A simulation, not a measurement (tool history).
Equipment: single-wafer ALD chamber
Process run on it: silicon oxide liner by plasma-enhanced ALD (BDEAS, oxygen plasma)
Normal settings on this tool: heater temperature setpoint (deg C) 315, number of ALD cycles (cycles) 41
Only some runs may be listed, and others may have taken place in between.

run,hour,heater temperature setpoint (deg C),number of ALD cycles (cycles),"read-back reference wafer on the same gauge, thickness_nm",mean film thickness on the monitor wafer (nm)
1,0,315,41,3.161,3.938
2,50.3,315,41,3.161,3.951
3,135.8,304,41,3.159,4.005
4,228.3,304,41,3.157,4.026
5,456,315,41,3.156,3.95
6,525.8,315,41,3.162,3.962
7,609.7,315,41,3.159,3.984
8,686.6,315,41,3.158,3.965
9,753.7,315,41,3.156,3.955
# hour 829.4: thermocouple changed; heater temperature recalibrated
10,852.9,315,41,3.16,3.912
11,960.5,315,41,3.16,3.951
12,1002.2,315,41,3.16,3.939
13,1074.5,315,41,3.159,3.967
14,1120.7,315,41,3.16,3.936
15,1175.9,315,41,3.161,3.955
16,1262.9,318,41,3.158,3.936
17,1303.9,318,41,3.161,3.936
18,1401.5,310,41,3.161,4.008
19,1478.5,310,41,3.158,4.01
20,1569.8,315,45,3.157,4.372
# hour 1574.6: gauge calibrated
21,1650.3,315,43,3.157,4.172
22,1718.3,315,43,3.16,4.165
23,1797.4,328,33,3.158,3.129
# hour 1876.6: thermocouple changed; heater temperature recalibrated
24,2026.6,311,37,3.159,3.573
25,2082.3,315,41,3.157,3.953
26,2174.6,315,41,3.163,3.955
27,2267.9,315,41,3.158,3.944
28,2350,308,36,3.162,3.513
29,2437.8,319,43,3.157,4.118
30,2537.8,315,41,3.159,3.96
31,2597.8,329,41,3.162,3.891
32,2651.3,320,35,3.161,3.362
33,2794.7,307,33,3.156,3.255
34,2863.7,311,36,3.159,3.499
# hour 2930: thermocouple changed; heater temperature recalibrated
35,2957.9,315,41,3.159,3.923
36,3020.9,315,41,3.165,3.941
37,3068,315,37,3.158,3.545
38,3171.1,315,41,3.162,3.938
39,3235.2,305,41,3.161,4.016
40,3313.3,324,35,3.16,3.328
41,3420.3,315,41,3.161,3.948
42,3524.9,303,48,3.156,4.766
43,3602.9,320,45,3.158,4.313
44,3690.2,325,36,3.159,3.416
45,3791.4,315,36,3.158,3.483
46,3890.2,315,41,3.159,3.97
# hour 3991.4: gauge calibrated
# hour 3991.9: thermocouple changed; heater temperature recalibrated
47,4183.5,315,41,3.16,3.954

Consider 3 possible next runs. They are alternatives, not a sequence: every one starts from the tool as it was left by run 47. What does each give?
A,4184,315,41,?,?
B,4184,308,46,?,?
C,4184,309,36,?,?

run,"read-back reference wafer on the same gauge, thickness_nm",mean film thickness on the monitor wafer (nm)
A,3.158,3.962
B,3.158,4.496
C,3.158,3.513
The same runs, with their run-to-run variation unchanged, on a tool lacking any hidden condition would have given:
run,mean film thickness on the monitor wafer (nm)
A,3.945
B,4.476
C,3.497

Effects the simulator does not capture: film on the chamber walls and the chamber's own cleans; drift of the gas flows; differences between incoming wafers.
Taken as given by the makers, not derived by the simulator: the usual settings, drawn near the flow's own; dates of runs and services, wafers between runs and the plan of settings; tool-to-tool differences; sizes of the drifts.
